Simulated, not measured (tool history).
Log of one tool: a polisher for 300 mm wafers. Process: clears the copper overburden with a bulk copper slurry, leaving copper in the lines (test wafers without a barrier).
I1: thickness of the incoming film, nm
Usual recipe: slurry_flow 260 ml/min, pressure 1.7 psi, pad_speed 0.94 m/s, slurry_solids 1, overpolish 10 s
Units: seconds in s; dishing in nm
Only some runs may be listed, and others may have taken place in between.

{"run": 1, "hour": 0.0, "slurry_flow": 260, "pressure": 1.7, "pad_speed": 0.94, "slurry_solids": 0.85, "overpolish": 10, "I1": 378.3, "seconds": 70.4, "dishing": 30}
{"run": 2, "hour": 24.6, "slurry_flow": 260, "pressure": 1.7, "pad_speed": 0.94, "slurry_solids": 0.85, "overpolish": 10, "I1": 370.9, "seconds": 70.7, "dishing": 29.9}
{"run": 3, "hour": 46.9, "slurry_flow": 260, "pressure": 1.7, "pad_speed": 0.94, "slurry_solids": 1, "overpolish": 10, "I1": 376.3, "seconds": 70.8, "dishing": 31.3}
{"hour": 59.3, "done": "head pressure recalibrated"}
{"run": 4, "hour": 81.2, "slurry_flow": 260, "pressure": 1.7, "pad_speed": 0.94, "slurry_solids": 1, "overpolish": 10, "I1": 378.4, "seconds": 69.6, "dishing": 29.3}
{"hour": 140.7, "done": "worn pad replaced by a new one"}
{"hour": 163.4, "done": "slurry nozzle cleaned"}
{"run": 5, "hour": 171.5, "slurry_flow": 260, "pressure": 1.7, "pad_speed": 0.94, "slurry_solids": 1, "overpolish": 10, "I1": 370, "seconds": 70.7, "dishing": 30.5}
{"run": 6, "hour": 197.4, "slurry_flow": 260, "pressure": 1.2, "pad_speed": 0.66, "slurry_solids": 1, "overpolish": 10, "I1": 372.1, "seconds": 126.3, "dishing": 19}
{"run": 7, "hour": 230.9, "slurry_flow": 260, "pressure": 1.7, "pad_speed": 0.74, "slurry_solids": 1, "overpolish": 10, "I1": 376, "seconds": 82.7, "dishing": 27.1}
{"run": 8, "hour": 251.7, "slurry_flow": 310, "pressure": 1.7, "pad_speed": 0.94, "slurry_solids": 1.15, "overpolish": 10, "I1": 372.5, "seconds": 68.5, "dishing": 31.6}
{"run": 9, "hour": 281.5, "slurry_flow": 235, "pressure": 1.7, "pad_speed": 0.94, "slurry_solids": 1, "overpolish": 10, "I1": 373.4, "seconds": 72.7, "dishing": 29.5}
{"run": 10, "hour": 305.9, "slurry_flow": 260, "pressure": 2, "pad_speed": 0.94, "slurry_solids": 0.75, "overpolish": 6, "I1": 376.9, "seconds": 64.5, "dishing": 23}
{"run": 11, "hour": 326.0, "slurry_flow": 260, "pressure": 1.1, "pad_speed": 0.94, "slurry_solids": 1.2, "overpolish": 5, "I1": 375.2, "seconds": 103.9, "dishing": 12.4}
{"run": 12, "hour": 360.2, "slurry_flow": 260, "pressure": 1.4, "pad_speed": 0.7, "slurry_solids": 0.75, "overpolish": 15, "I1": 380.6, "seconds": 113.4, "dishing": 27.9}
{"run": 13, "hour": 373.5, "slurry_flow": 260, "pressure": 1.7, "pad_speed": 0.94, "slurry_solids": 1, "overpolish": 10, "I1": 375, "seconds": 74, "dishing": 29.1}
{"run": 14, "hour": 387.4, "slurry_flow": 190, "pressure": 2.2, "pad_speed": 0.94, "slurry_solids": 1, "overpolish": 10, "I1": 374.3, "seconds": 61.8, "dishing": 35.1}
{"hour": 409.6, "done": "worn pad replaced by a new one"}
{"run": 15, "hour": 412.6, "slurry_flow": 305, "pressure": 1.9, "pad_speed": 0.94, "slurry_solids": 1, "overpolish": 10, "I1": 379.7, "seconds": 64.1, "dishing": 32.1}
{"hour": 446.9, "done": "head pressure recalibrated"}
{"run": 16, "hour": 466.2, "slurry_flow": 260, "pressure": 1.7, "pad_speed": 0.68, "slurry_solids": 1, "overpolish": 12, "I1": 375.4, "seconds": 90.3, "dishing": 29.2}
{"hour": 482.1, "done": "slurry blender recalibrated"}
{"run": 17, "hour": 496.7, "slurry_flow": 260, "pressure": 2.3, "pad_speed": 0.94, "slurry_solids": 0.8, "overpolish": 4, "I1": 374, "seconds": 52.1, "dishing": 19.6}
{"run": 18, "hour": 529.6, "slurry_flow": 260, "pressure": 1.9, "pad_speed": 0.94, "slurry_solids": 0.9, "overpolish": 7, "I1": 375.7, "seconds": 62.8, "dishing": 25.2}
{"run": 19, "hour": 587.6, "slurry_flow": 260, "pressure": 1.3, "pad_speed": 0.94, "slurry_solids": 1.25, "overpolish": 10, "I1": 376.4, "seconds": 86.8, "dishing": 25.1}
{"run": 20, "hour": 622.3, "slurry_flow": 325, "pressure": 1.3, "pad_speed": 0.94, "slurry_solids": 1, "overpolish": 10, "I1": 379.2, "seconds": 91.5, "dishing": 25.7}
{"run": 21, "hour": 651.4, "slurry_flow": 260, "pressure": 1.7, "pad_speed": 1.18, "slurry_solids": 0.9, "overpolish": 10, "I1": 376.3, "seconds": 63, "dishing": 32.7}
{"hour": 685.2, "done": "worn pad replaced by a new one"}
{"run": 22, "hour": 685.7, "slurry_flow": 260, "pressure": 1.7, "pad_speed": 0.94, "slurry_solids": 1, "overpolish": 10, "I1": 376.4, "seconds": 70.3, "dishing": 30.4}
{"run": 23, "hour": 715.7, "slurry_flow": 260, "pressure": 1.7, "pad_speed": 0.94, "slurry_solids": 1, "overpolish": 7, "I1": 375.4, "seconds": 73.7, "dishing": 24.4}
{"run": 24, "hour": 736.3, "slurry_flow": 285, "pressure": 2.2, "pad_speed": 0.94, "slurry_solids": 1.15, "overpolish": 10, "I1": 371.2, "seconds": 50.9, "dishing": 38.1}
{"run": 25, "hour": 761.4, "slurry_flow": 260, "pressure": 1.7, "pad_speed": 1.18, "slurry_solids": 1, "overpolish": 8, "I1": 375.6, "seconds": 63.1, "dishing": 28.2}
{"run": 26, "hour": 782.5, "slurry_flow": 260, "pressure": 1.7, "pad_speed": 0.94, "slurry_solids": 1, "overpolish": 10, "I1": 375.3, "seconds": 72, "dishing": 30.3}
{"run": 27, "hour": 812.5, "slurry_flow": 260, "pressure": 1.4, "pad_speed": 0.94, "slurry_solids": 1, "overpolish": 5, "I1": 375.8, "seconds": 88.2, "dishing": 15}
{"run": 28, "hour": 840.9, "slurry_flow": 305, "pressure": 1.7, "pad_speed": 0.8, "slurry_solids": 0.85, "overpolish": 7, "I1": 375.3, "seconds": 81.8, "dishing": 20.5}
{"run": 29, "hour": 860.9, "slurry_flow": 260, "pressure": 2.1, "pad_speed": 0.94, "slurry_solids": 1, "overpolish": 10, "I1": 376.3, "seconds": 59.3, "dishing": 34.5}

Consider 3 possible next runs. They are alternatives, not a sequence: every one starts from the tool as it was left by run 29. What does each give?
{"run": "A", "hour": 861.3, "slurry_flow": 260, "pressure": 1.7, "pad_speed": 0.94, "slurry_solids": 1, "overpolish": 10, "I1": 371, "seconds": "?", "dishing": "?"}
{"run": "B", "hour": 861.3, "slurry_flow": 295, "pressure": 1.7, "pad_speed": 0.94, "slurry_solids": 1.1, "overpolish": 10, "I1": 371, "seconds": "?", "dishing": "?"}
{"run": "C", "hour": 861.3, "slurry_flow": 260, "pressure": 1.7, "pad_speed": 0.94, "slurry_solids": 1.15, "overpolish": 10, "I1": 371, "seconds": "?", "dishing": "?"}

run=A seconds=73.1 dishing=29
run=B seconds=70.8 dishing=29.7
run=C seconds=71.1 dishing=29.6
With the hidden condition removed and each run's random variation left untouched, the same runs would have given:
run=A seconds=67.5 dishing=30.6
run=B seconds=65.3 dishing=31.3
run=C seconds=65.5 dishing=31.2

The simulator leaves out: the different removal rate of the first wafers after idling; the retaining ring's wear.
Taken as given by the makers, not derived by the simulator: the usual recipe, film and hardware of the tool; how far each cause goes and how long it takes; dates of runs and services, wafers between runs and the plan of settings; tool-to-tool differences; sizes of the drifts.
